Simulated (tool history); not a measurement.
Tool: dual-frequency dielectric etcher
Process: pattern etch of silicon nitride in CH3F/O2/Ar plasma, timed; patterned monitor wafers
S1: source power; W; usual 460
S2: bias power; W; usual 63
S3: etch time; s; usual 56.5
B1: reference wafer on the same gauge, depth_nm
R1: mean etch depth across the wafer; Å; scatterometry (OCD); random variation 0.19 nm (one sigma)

{"run": 1, "hour": 0.0, "S1": 460, "S2": 51, "S3": 56.5, "B1": 38.59, "R1": 391.8}
{"hour": 22.9, "done": "gauge calibrated"}
{"run": 2, "hour": 28.3, "S1": 460, "S2": 63, "S3": 56.5, "B1": 38.61, "R1": 432.6}
{"run": 3, "hour": 83.0, "S1": 460, "S2": 63, "S3": 68, "B1": 38.63, "R1": 525.9}
{"run": 4, "hour": 166.0, "S1": 460, "S2": 63, "S3": 56.5, "B1": 38.56, "R1": 434.8}
{"run": 5, "hour": 192.1, "S1": 460, "S2": 63, "S3": 56.5, "B1": 38.6, "R1": 433.3}
{"run": 6, "hour": 237.5, "S1": 460, "S2": 63, "S3": 56.5, "B1": 38.6, "R1": 437.2}
{"run": 7, "hour": 279.7, "S1": 440, "S2": 76, "S3": 56.5, "B1": 38.56, "R1": 465.1}
{"run": 8, "hour": 335.0, "S1": 460, "S2": 63, "S3": 56.5, "B1": 38.61, "R1": 435.9}
{"hour": 366.2, "done": "wet clean of the chamber"}
{"hour": 397.1, "done": "upper electrode replaced"}
{"run": 9, "hour": 397.6, "S1": 460, "S2": 60, "S3": 64.5, "B1": 38.6, "R1": 483.5}
{"run": 10, "hour": 431.9, "S1": 460, "S2": 60, "S3": 64.5, "B1": 38.58, "R1": 485.1}
{"run": 11, "hour": 477.9, "S1": 510, "S2": 68, "S3": 70, "B1": 38.61, "R1": 581.5}
{"run": 12, "hour": 516.8, "S1": 460, "S2": 63, "S3": 66, "B1": 38.6, "R1": 506.2}
{"run": 13, "hour": 587.0, "S1": 510, "S2": 78, "S3": 70, "B1": 38.57, "R1": 620.5}
{"run": 14, "hour": 641.1, "S1": 460, "S2": 77, "S3": 71, "B1": 38.61, "R1": 603.4}
{"hour": 660.1, "done": "bias power generator calibrated"}
{"hour": 684.6, "done": "gauge calibrated"}
{"run": 15, "hour": 694.6, "S1": 460, "S2": 63, "S3": 56.5, "B1": 38.64, "R1": 433.9}
{"hour": 753.0, "done": "wet clean of the chamber"}
{"run": 16, "hour": 753.5, "S1": 510, "S2": 74, "S3": 71, "B1": 38.57, "R1": 614.2}
{"run": 17, "hour": 768.9, "S1": 530, "S2": 75, "S3": 56.5, "B1": 38.54, "R1": 502.5}
{"hour": 773.9, "done": "source power generator calibrated"}
{"run": 18, "hour": 809.2, "S1": 360, "S2": 49, "S3": 56.5, "B1": 38.6, "R1": 342.6}
{"run": 19, "hour": 875.8, "S1": 540, "S2": 50, "S3": 48.5, "B1": 38.64, "R1": 356.3}
{"run": 20, "hour": 1014.4, "S1": 460, "S2": 63, "S3": 56.5, "B1": 38.62, "R1": 434.9}

Forecast each of these 4 alternatives for the next run:
{"run": "A", "hour": 1014.8, "S1": 460, "S2": 63, "S3": 56.5, "B1": "?", "R1": "?"}
{"run": "B", "hour": 1014.8, "S1": 420, "S2": 51, "S3": 68.5, "B1": "?", "R1": "?"}
{"run": "C", "hour": 1014.8, "S1": 460, "S2": 78, "S3": 56.5, "B1": "?", "R1": "?"}
{"run": "D", "hour": 1014.8, "S1": 380, "S2": 49, "S3": 63, "B1": "?", "R1": "?"}

run=A B1=38.65 R1=434.1
run=B B1=38.65 R1=455
run=C B1=38.65 R1=481.8
run=D B1=38.65 R1=392.2
Without the tool's hidden state the same runs would have given:
run=A R1=434.1
run=B R1=455
run=C R1=481.8
run=D R1=392.2
